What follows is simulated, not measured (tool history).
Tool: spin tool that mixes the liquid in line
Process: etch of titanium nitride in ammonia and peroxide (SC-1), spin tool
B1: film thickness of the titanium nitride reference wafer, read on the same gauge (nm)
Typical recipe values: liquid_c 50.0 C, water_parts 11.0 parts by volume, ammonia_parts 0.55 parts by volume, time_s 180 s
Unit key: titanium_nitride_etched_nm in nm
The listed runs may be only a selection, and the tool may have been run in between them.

{"run": 1, "hour": 0.0, "liquid_c": 44.0, "water_parts": 16.0, "ammonia_parts": 0.75, "time_s": 85, "B1": 40.0, "titanium_nitride_etched_nm": 5.28}
{"run": 2, "hour": 18.5, "liquid_c": 46.0, "water_parts": 7.0, "ammonia_parts": 0.45, "time_s": 95, "B1": 40.0, "titanium_nitride_etched_nm": 9.6}
{"run": 3, "hour": 52.4, "liquid_c": 50.0, "water_parts": 14.0, "ammonia_parts": 0.55, "time_s": 230, "B1": 40.01, "titanium_nitride_etched_nm": 22.28}
{"run": 4, "hour": 84.3, "liquid_c": 50.0, "water_parts": 11.0, "ammonia_parts": 0.55, "time_s": 150, "B1": 39.95, "titanium_nitride_etched_nm": 16.51}
{"run": 5, "hour": 108.7, "liquid_c": 50.0, "water_parts": 11.0, "ammonia_parts": 0.55, "time_s": 180, "B1": 39.98, "titanium_nitride_etched_nm": 19.72}
{"run": 6, "hour": 121.4, "liquid_c": 50.0, "water_parts": 11.0, "ammonia_parts": 0.55, "time_s": 180, "B1": 40.0, "titanium_nitride_etched_nm": 19.6}
{"run": 7, "hour": 155.6, "liquid_c": 41.5, "water_parts": 11.0, "ammonia_parts": 0.55, "time_s": 110, "B1": 40.0, "titanium_nitride_etched_nm": 6.55}
{"run": 8, "hour": 182.9, "liquid_c": 50.0, "water_parts": 11.0, "ammonia_parts": 0.55, "time_s": 180, "B1": 40.02, "titanium_nitride_etched_nm": 19.8}
{"hour": 185.9, "done": "new drum of ammonia solution connected"}
{"run": 9, "hour": 198.6, "liquid_c": 50.0, "water_parts": 12.5, "ammonia_parts": 0.55, "time_s": 180, "B1": 40.03, "titanium_nitride_etched_nm": 18.5}
{"run": 10, "hour": 222.7, "liquid_c": 50.0, "water_parts": 11.0, "ammonia_parts": 0.55, "time_s": 290, "B1": 39.98, "titanium_nitride_etched_nm": 31.83}
{"run": 11, "hour": 254.0, "liquid_c": 44.0, "water_parts": 8.0, "ammonia_parts": 0.7, "time_s": 230, "B1": 40.01, "titanium_nitride_etched_nm": 20.14}
{"hour": 262.5, "done": "ammonia flow meter replaced"}
{"run": 12, "hour": 269.4, "liquid_c": 42.5, "water_parts": 8.0, "ammonia_parts": 0.8, "time_s": 180, "B1": 39.97, "titanium_nitride_etched_nm": 14.4}
{"hour": 274.2, "done": "thermometer replaced"}
{"run": 13, "hour": 288.5, "liquid_c": 50.0, "water_parts": 11.0, "ammonia_parts": 0.55, "time_s": 180, "B1": 40.01, "titanium_nitride_etched_nm": 20.14}
{"run": 14, "hour": 311.9, "liquid_c": 53.0, "water_parts": 8.5, "ammonia_parts": 0.55, "time_s": 180, "B1": 40.01, "titanium_nitride_etched_nm": 28.43}
{"run": 15, "hour": 339.3, "liquid_c": 50.0, "water_parts": 11.0, "ammonia_parts": 0.55, "time_s": 180, "B1": 39.99, "titanium_nitride_etched_nm": 20.13}
{"run": 16, "hour": 354.7, "liquid_c": 45.0, "water_parts": 11.0, "ammonia_parts": 0.55, "time_s": 180, "B1": 40.02, "titanium_nitride_etched_nm": 14.09}
{"run": 17, "hour": 367.7, "liquid_c": 55.0, "water_parts": 11.0, "ammonia_parts": 0.55, "time_s": 270, "B1": 39.97, "titanium_nitride_etched_nm": 42.51}
{"run": 18, "hour": 388.1, "liquid_c": 45.5, "water_parts": 13.0, "ammonia_parts": 0.85, "time_s": 135, "B1": 40.0, "titanium_nitride_etched_nm": 10.79}
{"run": 19, "hour": 403.4, "liquid_c": 50.0, "water_parts": 11.0, "ammonia_parts": 0.55, "time_s": 110, "B1": 40.0, "titanium_nitride_etched_nm": 12.27}
{"run": 20, "hour": 423.0, "liquid_c": 50.0, "water_parts": 11.0, "ammonia_parts": 0.55, "time_s": 180, "B1": 39.99, "titanium_nitride_etched_nm": 20.12}
{"run": 21, "hour": 435.7, "liquid_c": 43.0, "water_parts": 11.0, "ammonia_parts": 0.55, "time_s": 180, "B1": 39.96, "titanium_nitride_etched_nm": 12.19}
{"hour": 439.4, "done": "new drum of ammonia solution connected"}
{"run": 22, "hour": 466.9, "liquid_c": 50.0, "water_parts": 8.5, "ammonia_parts": 0.55, "time_s": 145, "B1": 39.94, "titanium_nitride_etched_nm": 18.54}
{"run": 23, "hour": 485.6, "liquid_c": 42.5, "water_parts": 8.0, "ammonia_parts": 0.8, "time_s": 180, "B1": 39.98, "titanium_nitride_etched_nm": 14.72}
{"run": 24, "hour": 510.5, "liquid_c": 50.0, "water_parts": 6.0, "ammonia_parts": 0.55, "time_s": 180, "B1": 40.02, "titanium_nitride_etched_nm": 27.17}

Below, each run's measurement less what the same run would have read without the hidden state. Both values contain the same run-to-run variation, but the gauge's scatter may not be the same in both:
What the log doesn't record here: liquid colder than its thermometer reads (K); ammonia flow above the setpoint (%); temperature lost on the way to the wafer (K); ammonia solution weaker than its label (%); gauge reads high (%).
run=1 titanium_nitride_etched_nm=-0.11
run=2 titanium_nitride_etched_nm=-0.19
run=3 titanium_nitride_etched_nm=-0.45
run=4 titanium_nitride_etched_nm=-0.33
run=5 titanium_nitride_etched_nm=-0.42
run=6 titanium_nitride_etched_nm=-0.41
run=7 titanium_nitride_etched_nm=-0.15
run=8 titanium_nitride_etched_nm=-0.44
run=9 titanium_nitride_etched_nm=-0.41
run=10 titanium_nitride_etched_nm=-0.71
run=11 titanium_nitride_etched_nm=-0.48
run=12 titanium_nitride_etched_nm=-0.35
run=13 titanium_nitride_etched_nm=-0.01
run=14 titanium_nitride_etched_nm=-0.04
run=15 titanium_nitride_etched_nm=-0.03
run=16 titanium_nitride_etched_nm=-0.02
run=17 titanium_nitride_etched_nm=-0.09
run=18 titanium_nitride_etched_nm=-0.02
run=19 titanium_nitride_etched_nm=-0.02
run=20 titanium_nitride_etched_nm=-0.06
run=21 titanium_nitride_etched_nm=-0.04
run=22 titanium_nitride_etched_nm=-0.05
run=23 titanium_nitride_etched_nm=-0.06
run=24 titanium_nitride_etched_nm=-0.09
